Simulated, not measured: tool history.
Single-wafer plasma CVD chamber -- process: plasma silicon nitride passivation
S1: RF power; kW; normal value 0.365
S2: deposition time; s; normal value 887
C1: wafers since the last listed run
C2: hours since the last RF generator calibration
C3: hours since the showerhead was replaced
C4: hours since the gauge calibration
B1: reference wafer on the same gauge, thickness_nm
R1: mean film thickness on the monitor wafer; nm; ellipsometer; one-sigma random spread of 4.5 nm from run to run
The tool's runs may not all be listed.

run,hour,S1,S2,C1,C2,C3,C4,B1,R1
1,0.0,0.365,887,0,939.1,5603.1,586.7,1338.281,1226.311
2,131.4,0.365,887,213,1070.5,5734.5,718.1,1339.207,1226.870
3,183.6,0.365,887,84,1122.7,5786.7,770.3,1340.260,1228.414
4,255.5,0.310,840,116,1194.6,5858.6,842.2,1340.750,1065.927
5,342.5,0.365,887,141,1281.6,5945.6,929.2,1339.796,1222.798
6,394.6,0.365,887,84,1333.7,5997.7,981.3,1341.452,1221.691
# hour 562.0: showerhead replaced, of another model than before
7,574.9,0.365,887,280,1514.0,12.9,1161.6,1339.709,1197.309
# hour 635.2: RF generator calibrated
8,755.0,0.365,887,279,119.8,193.0,1341.7,1338.894,1243.163
9,782.4,0.365,887,44,147.2,220.4,1369.1,1341.608,1230.847
10,835.1,0.390,995,85,199.9,273.1,1421.8,1340.005,1460.955
# hour 867.2: gauge calibrated
11,900.1,0.400,999,105,264.9,338.1,32.9,1339.095,1475.177
12,1037.0,0.390,887,222,401.8,475.0,169.8,1338.515,1288.209
13,1077.1,0.365,720,65,441.9,515.1,209.9,1340.355,1002.436
14,1148.4,0.365,1032,115,513.2,586.4,281.2,1339.211,1421.243
15,1198.9,0.390,942,82,563.7,636.9,331.7,1339.642,1361.046
16,1260.8,0.365,887,100,625.6,698.8,393.6,1340.987,1225.337
17,1308.3,0.425,887,77,673.1,746.3,441.1,1341.588,1361.693
18,1335.3,0.415,790,43,700.1,773.3,468.1,1340.415,1186.298
19,1391.0,0.365,887,90,755.8,829.0,523.8,1341.009,1223.204

Consider 4 possible next runs. They are alternatives, not a sequence: every one starts from the tool as it was left by run 19. What does each give?
A,1391.6,0.365,887,0,756.4,829.6,524.4,?,?
B,1391.6,0.425,725,0,756.4,829.6,524.4,?,?
C,1391.6,0.365,712,0,756.4,829.6,524.4,?,?
D,1391.6,0.320,887,0,756.4,829.6,524.4,?,?

run,B1,R1
A,1340.801,1217.577
B,1340.801,1102.457
C,1340.801,977.356
D,1340.801,1091.696
Had the tool no hidden state, the same runs would have come out as:
run,R1
A,1240.830
B,1123.511
C,996.021
D,1112.544
